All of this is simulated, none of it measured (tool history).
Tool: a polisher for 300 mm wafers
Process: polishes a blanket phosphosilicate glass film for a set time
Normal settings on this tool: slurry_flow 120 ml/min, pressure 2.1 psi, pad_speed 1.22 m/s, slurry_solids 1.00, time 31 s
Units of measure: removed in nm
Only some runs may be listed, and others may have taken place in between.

| run | hour | slurry_flow | pressure | pad_speed | slurry_solids | time | incoming thickness of the incoming film, nm | removed |
|---|---|---|---|---|---|---|---|---|
| 1 | 0.0 | 120 | 2.1 | 1.14 | 1.00 | 31 | 3092.0 | 147.7 |
| 2 | 54.2 | 120 | 2.1 | 1.14 | 1.00 | 31 | 3056.8 | 149.3 |
|  | 86.4 | conditioning disc replaced and pad reconditioned |
|  | 116.8 | slurry blender recalibrated |
| 3 | 117.3 | 120 | 2.1 | 1.14 | 1.00 | 31 | 3067.5 | 157.2 |
|  | 152.1 | slurry nozzle cleaned |
| 4 | 176.7 | 120 | 2.1 | 1.22 | 1.00 | 23 | 3065.0 | 118.0 |
|  | 211.3 | head pressure recalibrated |
| 5 | 246.6 | 120 | 2.1 | 1.22 | 1.00 | 23 | 3128.7 | 115.4 |
|  | 275.4 | worn pad replaced by a new one |
| 6 | 290.7 | 120 | 2.1 | 1.22 | 1.00 | 31 | 3083.6 | 156.5 |
| 7 | 318.4 | 120 | 2.1 | 1.36 | 1.00 | 31 | 3095.0 | 167.8 |
| 8 | 342.9 | 120 | 2.1 | 1.22 | 1.00 | 31 | 3134.6 | 157.8 |
| 9 | 392.1 | 120 | 2.1 | 0.96 | 0.75 | 31 | 3074.9 | 119.1 |
|  | 402.3 | conditioning disc replaced and pad reconditioned |
|  | 453.1 | slurry blender recalibrated |
| 10 | 453.6 | 100 | 2.1 | 1.22 | 1.00 | 31 | 3057.4 | 152.8 |
|  | 459.1 | slurry nozzle cleaned |
| 11 | 476.6 | 80 | 2.1 | 1.22 | 1.00 | 31 | 3081.2 | 139.3 |
| 12 | 518.7 | 120 | 2.1 | 1.08 | 1.00 | 31 | 3073.6 | 145.8 |
|  | 570.9 | head pressure recalibrated |
| 13 | 571.4 | 120 | 2.1 | 1.22 | 1.00 | 31 | 3118.3 | 155.6 |
|  | 582.3 | worn pad replaced by a new one |
| 14 | 615.2 | 120 | 2.1 | 1.22 | 1.20 | 31 | 3028.4 | 167.3 |
| 15 | 659.5 | 120 | 2.7 | 1.22 | 1.00 | 31 | 3050.0 | 190.8 |
|  | 685.5 | conditioning disc replaced and pad reconditioned |
| 16 | 723.1 | 100 | 2.1 | 1.22 | 1.00 | 31 | 3109.6 | 156.5 |
| 17 | 750.9 | 90 | 2.1 | 1.22 | 1.25 | 31 | 3092.0 | 161.7 |
| 18 | 781.0 | 120 | 2.6 | 1.22 | 1.00 | 31 | 3151.9 | 194.8 |
|  | 789.4 | slurry nozzle cleaned |
|  | 816.9 | slurry blender recalibrated |
| 19 | 819.1 | 120 | 2.1 | 1.22 | 1.00 | 31 | 3064.3 | 160.2 |
| 20 | 857.8 | 95 | 2.1 | 1.38 | 1.00 | 31 | 3099.0 | 158.5 |
|  | 897.5 | worn pad replaced by a new one |
| 21 | 926.1 | 120 | 2.1 | 1.22 | 1.00 | 31 | 3065.9 | 156.2 |
| 22 | 967.5 | 105 | 2.7 | 0.98 | 0.85 | 31 | 3057.2 | 153.6 |
|  | 971.5 | conditioning disc replaced and pad reconditioned |
|  | 993.6 | head pressure recalibrated |
| 23 | 1025.5 | 120 | 2.1 | 1.22 | 1.00 | 31 | 3099.9 | 163.2 |
| 24 | 1062.7 | 120 | 1.5 | 1.22 | 1.10 | 31 | 3104.4 | 123.7 |

Run-by-run hidden state of the tool:
removal rate lost through wear of the pad, %: 0 on each run
slurry flow missing at the pad, %: 0 on each run
deviation of the head's pressure from its setpoint, %: 0 on each run
abrasive missing from the slurry, %: 0 on each run
H1: time polished since the conditioner stopped cutting, s
| run | H1 |
|---|---|
| 1 | 162 |
| 2 | 172 |
| 3 | 50.7 |
| 4 | 107 |
| 5 | 144 |
| 6 | 157 |
| 7 | 163 |
| 8 | 168 |
| 9 | 174 |
| 10 | 95.3 |
| 11 | 116 |
| 12 | 145 |
| 13 | 169 |
| 14 | 181 |
| 15 | 189 |
| 16 | 59.5 |
| 17 | 88.1 |
| 18 | 112 |
| 19 | 133 |
| 20 | 149 |
| 21 | 166 |
| 22 | 172 |
| 23 | 94.7 |
| 24 | 126 |
